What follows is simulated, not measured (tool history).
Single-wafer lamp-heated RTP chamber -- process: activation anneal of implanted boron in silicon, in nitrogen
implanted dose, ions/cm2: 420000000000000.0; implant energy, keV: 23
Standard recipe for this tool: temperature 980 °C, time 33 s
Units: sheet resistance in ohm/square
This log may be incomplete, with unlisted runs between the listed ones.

run     day  temperature  time  wafers since the last listed run  wafers since the last pyrometer calibration  wafers since the reflector plate was cleaned  hours since the gauge calibration  read-back reference wafer on the same gauge, sheet resistance  sheet resistance
  1       0          980    33                                 0                                          752                                         11347                              546.6                                                         316.95            274.23
  2   0.288          980    47                                83                                          835                                         11431                              553.5                                                         317.02            273.03
  3   0.608          980    47                                93                                          928                                         11524                              561.2                                                         317.15            272.99
  4   1.146          980    47                               156                                         1084                                         11680                              574.1                                                         316.46            274.49
  5   1.621          980    22                               137                                         1222                                         11818                              585.5                                                         316.67            278.25
  6   2.217          980    22                               173                                         1395                                         11991                              599.8                                                         317.41            278.39
  7   2.633          980    33                               120                                         1516                                         12112                              609.8                                                         316.18            272.57
      4.121  -- pyrometer window cleaned and pyrometer calibrated
  8   4.542          980    33                               457                                          122                                         12569                              655.6                                                         317.04             281.4
      4.554  -- gauge calibrated
  9   5.154          980    33                               177                                          300                                         12747                               14.4                                                         316.56             282.7
      6.346  -- reflector plate cleaned
 10   7.342          980    33                               538                                          838                                           289                               66.9                                                         317.34            275.13
 11   7.812          980    33                               136                                          975                                           426                               78.2                                                         317.55            276.29
 12   8.092          980    26                                81                                         1056                                           507                               84.9                                                         316.81            275.96
 13   8.717          980    26                               181                                         1238                                           688                               99.9                                                         316.73            278.25
     10.654  -- pyrometer window cleaned and pyrometer calibrated
 14  10.729          966    52                               487                                           21                                          1176                              148.2                                                         317.46            289.66
 15  11.379          980    33                               188                                          210                                          1365                              163.8                                                         316.63            280.65
 16  11.921          962    51                               157                                          367                                          1522                              176.8                                                         317.29            290.84
 17  12.354         1001    33                               125                                          493                                          1648                              187.2                                                         316.88            270.69
 18  12.896          980    33                               157                                          650                                          1805                              200.2                                                         317.03            277.87
 19  13.525          980    45                               182                                          833                                          1988                              215.3                                                         316.77            272.77
 20  14.212          980    33                               199                                         1032                                          2187                              231.8                                                         317.41            275.99
 21  14.583          958    28                               107                                         1140                                          2295                              240.7                                                         317.43            294.73
 22  14.954          980    33                               107                                         1248                                          2403                              249.6                                                         316.32            276.19
 23  15.646          968    25                               200                                         1448                                          2604                              266.2                                                         316.71            287.99
 24  16.067          980    33                               122                                         1571                                          2726                              276.3                                                          317.5            275.34
 25  17.158         1009    23                               316                                         1888                                          3043                              302.5                                                          317.7            268.35
 26  17.683          980    47                               152                                         2040                                          3195                              315.1                                                         317.65            272.61
 27  18.096          972    50                               119                                         2160                                          3315                                325                                                         317.14            276.34
     18.521  -- pyrometer window cleaned and pyrometer calibrated
 28  18.654          997    44                                65                                           38                                          3380                              338.4                                                         317.74            269.31
 29  19.371          980    18                               208                                          246                                          3588                              355.6                                                         316.89            284.99
 30  19.888          980    33                               150                                          396                                          3738                                368                                                         317.15            278.24
 31  20.225          957    21                                97                                          494                                          3836                              376.1                                                         316.67            311.73
 32  20.804          963    14                               168                                          662                                          4005                                390                                                         317.54            300.98
 33  21.075          952    52                                78                                          741                                          4083                              396.5                                                         317.44            296.41
 34  21.629         1000    49                               160                                          902                                          4244                              409.8                                                         316.29            270.31
 35  22.075          980    33                               129                                         1031                                          4374                              420.5                                                         317.18            276.59
 36  22.646          980    33                               165                                         1197                                          4539                              434.2                                                         317.33            274.36

Forecast each of these 5 alternatives for the next run:
  A  22.662         1000    33                                 4                                         1202                                          4544                              434.6                                                              ?                 ?
  B  22.662          969    15                                 4                                         1202                                          4544                              434.6                                                              ?                 ?
  C  22.662          966    33                                 4                                         1202                                          4544                              434.6                                                              ?                 ?
  D  22.662         1003    39                                 4                                         1202                                          4544                              434.6                                                              ?                 ?
  E  22.662         1001    45                                 4                                         1202                                          4544                              434.6                                                              ?                 ?

run  read-back reference wafer on the same gauge, sheet resistance  sheet resistance
  A                                                          317.3            266.77
  B                                                          317.3            288.05
  C                                                          317.3            283.37
  D                                                          317.3            265.63
  E                                                          317.3            265.54
Take away the tool's hidden state, keep each run's random variation, and the runs would have read:
run  sheet resistance
  A            269.91
  B            304.46
  C            296.81
  D            268.33
  E            268.43

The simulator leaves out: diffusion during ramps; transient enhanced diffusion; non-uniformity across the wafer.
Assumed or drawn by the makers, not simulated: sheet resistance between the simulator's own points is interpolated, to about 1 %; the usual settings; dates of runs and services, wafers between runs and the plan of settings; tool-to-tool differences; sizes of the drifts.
